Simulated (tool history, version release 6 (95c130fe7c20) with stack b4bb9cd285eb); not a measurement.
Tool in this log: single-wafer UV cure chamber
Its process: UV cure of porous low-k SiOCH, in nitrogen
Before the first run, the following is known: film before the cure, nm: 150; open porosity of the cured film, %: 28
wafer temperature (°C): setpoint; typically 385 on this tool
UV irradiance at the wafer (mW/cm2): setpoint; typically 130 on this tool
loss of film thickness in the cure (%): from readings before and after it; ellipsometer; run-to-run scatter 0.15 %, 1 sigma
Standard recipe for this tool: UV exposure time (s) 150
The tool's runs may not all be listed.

| run | hour | wafer temperature (°C) | UV exposure time (s) | UV irradiance at the wafer (mW/cm2) | loss of film thickness in the cure (%) |
|---|---|---|---|---|---|
| 1 | 0 | 385 | 150 | 130 | 13.536 |
| 2 | 35.5 | 385 | 150 | 130 | 13.124 |
| 3 | 71.4 | 385 | 150 | 153 | 13.784 |
| 4 | 102.6 | 385 | 150 | 153 | 13.959 |
| 5 | 121.8 | 385 | 150 | 130 | 12.943 |
| 6 | 148.8 | 385 | 150 | 130 | 12.712 |
| 7 | 161 | 385 | 150 | 130 | 12.497 |
| 8 | 195.6 | 385 | 150 | 130 | 12.805 |
| 9 | 220.1 | 385 | 150 | 130 | 12.6 |
| 10 | 255.9 | 385 | 150 | 130 | 12.502 |
| 11 | 278.7 | 385 | 150 | 130 | 12.735 |
| 12 | 309.4 | 385 | 150 | 130 | 12.509 |
| 13 | 324.7 | 385 | 195 | 104 | 12.639 |
|  | 350.6 | UV bulbs replaced |
| 14 | 351.1 | 385 | 225 | 154 | 15.334 |
| 15 | 360.8 | 401 | 195 | 110 | 13.21 |
| 16 | 376 | 374 | 225 | 158 | 15.523 |
|  | 407.2 | quartz window cleaned |
| 17 | 407.7 | 385 | 150 | 130 | 13.726 |
| 18 | 432.2 | 385 | 150 | 130 | 13.469 |
| 19 | 463.8 | 365 | 200 | 118 | 13.664 |

Forecast run 20:
| 20 | 490.9 | 369 | 220 | 164 | ? |

loss of film thickness in the cure (%): 15.662
The same run, on a tool lacking any hidden state, would have yielded loss of film thickness in the cure (%) 16.397.
